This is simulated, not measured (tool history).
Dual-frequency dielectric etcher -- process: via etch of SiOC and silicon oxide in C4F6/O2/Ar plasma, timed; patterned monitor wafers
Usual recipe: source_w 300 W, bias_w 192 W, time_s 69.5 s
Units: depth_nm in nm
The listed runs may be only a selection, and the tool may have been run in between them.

run,day,source_w,bias_w,time_s,wafers since the last listed run,hours since the last wet clean,hours since the last source power generator calibration,hours since the last bias power generator calibration,hours since the last upper electrode change,hours since the gauge calibration,"read-back reference wafer on the same gauge, depth_nm",depth_nm
1,0.000,300,192,69.5,0,494.6,1350.3,3083.4,3625.7,803.2,66.5,70.5
2,1.379,300,192,69.5,502,527.7,1383.4,3116.5,3658.8,836.3,66.5,70.3
# day 3.508: wet clean of the chamber
3,3.529,300,192,69.5,419,0.5,1435.0,3168.1,3710.4,887.9,66.4,72.5
4,3.954,300,192,69.5,154,10.7,1445.2,3178.3,3720.6,898.1,66.4,72.3
5,5.004,300,192,69.5,382,35.9,1470.4,3203.5,3745.8,923.3,66.5,72.7
6,6.275,300,192,69.5,463,66.4,1500.9,3234.0,3776.3,953.8,66.5,72.4
7,6.896,300,192,69.5,226,81.3,1515.8,3248.9,3791.2,968.7,66.5,72.4
# day 8.433: bias power generator calibrated
# day 10.258: gauge calibrated
8,10.325,300,192,69.5,1188,163.6,1598.1,45.4,3873.5,1.6,66.5,72.0
9,11.267,300,192,69.5,343,186.2,1620.7,68.0,3896.1,24.2,66.6,72.1
10,12.233,300,192,69.5,352,209.4,1643.9,91.2,3919.3,47.4,66.6,71.8
11,13.004,350,228,52.0,280,227.9,1662.4,109.7,3937.8,65.9,66.6,59.8
12,13.762,330,192,69.5,276,246.1,1680.6,127.9,3956.0,84.1,66.5,75.2
13,14.888,300,192,69.5,409,273.1,1707.6,154.9,3983.0,111.1,66.5,71.6
14,15.658,300,192,48.5,280,291.6,1726.1,173.4,4001.5,129.6,66.5,49.9
# day 16.267: source power generator calibrated
15,16.475,330,146,49.5,236,311.2,5.0,193.0,4021.1,149.2,66.5,51.1
16,17.892,240,161,69.5,516,345.2,39.0,227.0,4055.1,183.2,66.5,61.5
# day 19.867: upper electrode replaced
17,19.888,300,215,69.5,362,393.1,86.9,274.9,0.5,231.1,66.4,72.7
18,19.900,300,192,69.5,4,393.4,87.2,275.2,0.8,231.4,66.5,71.2
19,20.533,300,192,69.5,230,408.6,102.4,290.4,16.0,246.6,66.5,71.2
20,21.350,220,164,89.0,297,428.2,122.0,310.0,35.6,266.2,66.5,75.1
21,22.571,260,192,69.5,444,457.5,151.3,339.3,64.9,295.5,66.5,65.8
22,23.962,300,166,69.5,507,490.9,184.7,372.7,98.3,328.9,66.6,69.3
23,25.442,300,177,69.5,539,526.4,220.2,408.2,133.8,364.4,66.5,69.9
24,26.725,300,222,82.5,467,557.2,251.0,439.0,164.6,395.2,66.5,85.8
25,28.138,300,192,51.5,514,591.1,284.9,472.9,198.5,429.1,66.5,52.3
# day 29.779: wet clean of the chamber
26,29.800,350,159,69.5,241,0.5,324.8,512.8,238.4,469.0,66.5,75.8
27,29.812,300,192,52.5,4,0.8,325.1,513.1,238.7,469.3,66.5,54.9
28,30.775,230,192,69.5,350,23.9,348.2,536.2,261.8,492.4,66.5,62.9
29,32.054,300,192,60.0,466,54.6,378.9,566.9,292.5,523.1,66.5,62.3
30,32.983,300,192,69.5,338,76.9,401.2,589.2,314.8,545.4,66.5,72.4

Each row is a separate what-if for the run after 30, all from the same tool condition, not one after another. Results?
A,33.000,300,239,69.5,6,77.3,401.6,589.6,315.2,545.8,?,?
B,33.000,330,228,69.5,6,77.3,401.6,589.6,315.2,545.8,?,?
C,33.000,300,167,69.5,6,77.3,401.6,589.6,315.2,545.8,?,?
D,33.000,240,211,69.5,6,77.3,401.6,589.6,315.2,545.8,?,?

run,"read-back reference wafer on the same gauge, depth_nm",depth_nm
A,66.4,75.2
B,66.4,78.2
C,66.4,70.6
D,66.4,65.4
Stripped of hidden state, with their random variation kept, the same runs would have yielded:
run,depth_nm
A,75.2
B,78.2
C,70.6
D,65.4
